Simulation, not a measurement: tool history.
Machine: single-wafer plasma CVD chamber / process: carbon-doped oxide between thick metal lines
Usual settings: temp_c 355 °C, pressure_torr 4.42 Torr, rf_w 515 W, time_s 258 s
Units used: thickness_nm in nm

run     day  temp_c  pressure_torr  rf_w  time_s  wafers since the last listed run  hours since the last thermocouple change  hours since the last RF generator calibration  hours since the last manometer calibration  hours since the showerhead was replaced  hours since the gauge calibration  read-back reference wafer on the same gauge, thickness_nm  thickness_nm
  1       0     355           4.42   485     258                                 0                                     960.5                                          205.4                                      1400.1                                   3645.2                             1518.9                                                   1420.468      1173.526
  2   1.688     355           4.42   485     258                               338                                      1001                                          245.9                                      1440.6                                   3685.7                             1559.4                                                   1418.339      1177.643
  3   4.354     355           4.42   485     258                               535                                      1065                                          309.9                                      1504.6                                   3749.7                             1623.4                                                   1419.995      1180.327
      8.433  -- thermocouple changed; heater temperature recalibrated
  4   8.454     355           4.42   560     258                               755                                       0.5                                          408.3                                        1603                                   3848.1                             1721.8                                                   1421.279      1301.025
  5  12.608     348           4.42   515     258                               833                                     100.2                                            508                                      1702.7                                   3947.8                             1821.5                                                   1421.937      1253.959
  6   14.55     348           4.42   515     258                               389                                     146.8                                          554.6                                      1749.3                                   3994.4                             1868.1                                                   1422.732      1243.265
     17.421  -- showerhead replaced
  7  17.921     348           4.42   515     258                               609                                     227.7                                          635.5                                      1830.2                                       12                               1949                                                   1424.611      1245.288
  8  20.192     363           4.42   425     258                               455                                     282.2                                            690                                      1884.7                                     66.5                             2003.5                                                   1424.621      1047.518
  9  24.279     365            5.3   445     221                               820                                     380.3                                          788.1                                      1982.8                                    164.6                             2101.6                                                   1425.722       946.804
 10  26.638     355           4.42   515     278                               473                                     436.9                                          844.7                                      2039.4                                    221.2                             2158.2                                                   1423.819       1334.59
     27.871  -- RF generator calibrated
     32.175  -- capacitance manometer re-zeroed and calibrated
 11  35.117     360           3.79   515     258                              1567                                     640.4                                          173.9                                        70.6                                    424.7                             2361.7                                                   1425.276      1195.378
 12  39.079     360           3.53   440     258                               795                                     735.5                                            269                                       165.7                                    519.8                             2456.8                                                   1428.187      1064.887
 13  40.758     348           4.42   515     258                               337                                     775.8                                          309.3                                         206                                    560.1                             2497.1                                                   1429.122        1242.6
 14  53.775     355           4.42   515     258                              2612                                    1088.2                                          621.7                                       518.4                                    872.5                             2809.5                                                   1434.348      1233.941
 15  64.192     355           4.42   485     258                              2090                                    1338.2                                          871.7                                       768.4                                   1122.5                             3059.5                                                   1432.899      1184.433
       66.1  -- thermocouple changed; heater temperature recalibrated
 16  67.504     345           3.98   600     240                               597                                      33.7                                          951.2                                       847.9                                     1202                               3139                                                   1436.012      1294.622
       67.7  -- gauge calibrated
 17  69.162     355            5.5   470     234                               332                                      73.5                                            991                                       887.7                                   1241.8                               35.1                                                    1410.99      1055.861
       70.4  -- RF generator calibrated
 18  72.504     365            5.3   445     221                               603                                     153.7                                           50.5                                       967.9                                     1322                              115.3                                                   1410.438       932.348
 19  75.588     355            3.6   515     275                               618                                     227.7                                          124.5                                      1041.9                                     1396                              189.3                                                    1410.28      1267.799
 20  79.362     350            3.6   485     258                               757                                     318.3                                          215.1                                      1132.5                                   1486.6                              279.9                                                   1410.343      1167.703
 21  81.796     355           4.42   515     258                               488                                     376.7                                          273.5                                      1190.9                                     1545                              338.3                                                   1412.204      1223.541
 22  86.138     355           4.42   515     258                               871                                     480.9                                          377.7                                      1295.1                                   1649.2                              442.5                                                   1413.888      1221.226
 23  90.238     355           4.42   550     258                               822                                     579.3                                          476.1                                      1393.5                                   1747.6                              540.9                                                    1413.74      1277.855
 24  92.767     367           4.42   550     228                               507                                       640                                          536.8                                      1454.2                                   1808.3                              601.6                                                   1414.395      1083.998
 25  95.042     340           5.24   470     237                               456                                     694.6                                          591.4                                      1508.8                                   1862.9                              656.2                                                   1411.463      1125.411
 26  97.283     355           4.42   515     258                               449                                     748.4                                          645.2                                      1562.6                                   1916.7                                710                                                   1417.464      1218.504
 27  99.492     341           3.96   420     242                               443                                     801.4                                          698.2                                      1615.6                                   1969.7                                763                                                   1415.532      1018.244

Here are 5 independent what-if runs from the current tool condition. What would each one return?
  A  99.512     355           4.42   445     258                                 4                                     801.9                                          698.7                                      1616.1                                   1970.2                              763.5                                                          ?             ?
  B  99.512     355           4.83   460     258                                 4                                     801.9                                          698.7                                      1616.1                                   1970.2                              763.5                                                          ?             ?
  C  99.512     355           5.24   515     281                                 4                                     801.9                                          698.7                                      1616.1                                   1970.2                              763.5                                                          ?             ?
  D  99.512     355           5.29   515     258                                 4                                     801.9                                          698.7                                      1616.1                                   1970.2                              763.5                                                          ?             ?
  E  99.512     361           4.42   555     230                                 4                                     801.9                                          698.7                                      1616.1                                   1970.2                              763.5                                                          ?             ?

run  read-back reference wafer on the same gauge, thickness_nm  thickness_nm
  A                                                   1415.782      1101.228
  B                                                   1415.782      1142.282
  C                                                   1415.782      1356.776
  D                                                   1415.782      1247.355
  E                                                   1415.782      1126.097
Take away the tool's hidden state, keep each run's random variation, and the runs would have read:
run  thickness_nm
  A      1096.725
  B      1137.611
  C      1351.228
  D      1242.254
  E      1121.492

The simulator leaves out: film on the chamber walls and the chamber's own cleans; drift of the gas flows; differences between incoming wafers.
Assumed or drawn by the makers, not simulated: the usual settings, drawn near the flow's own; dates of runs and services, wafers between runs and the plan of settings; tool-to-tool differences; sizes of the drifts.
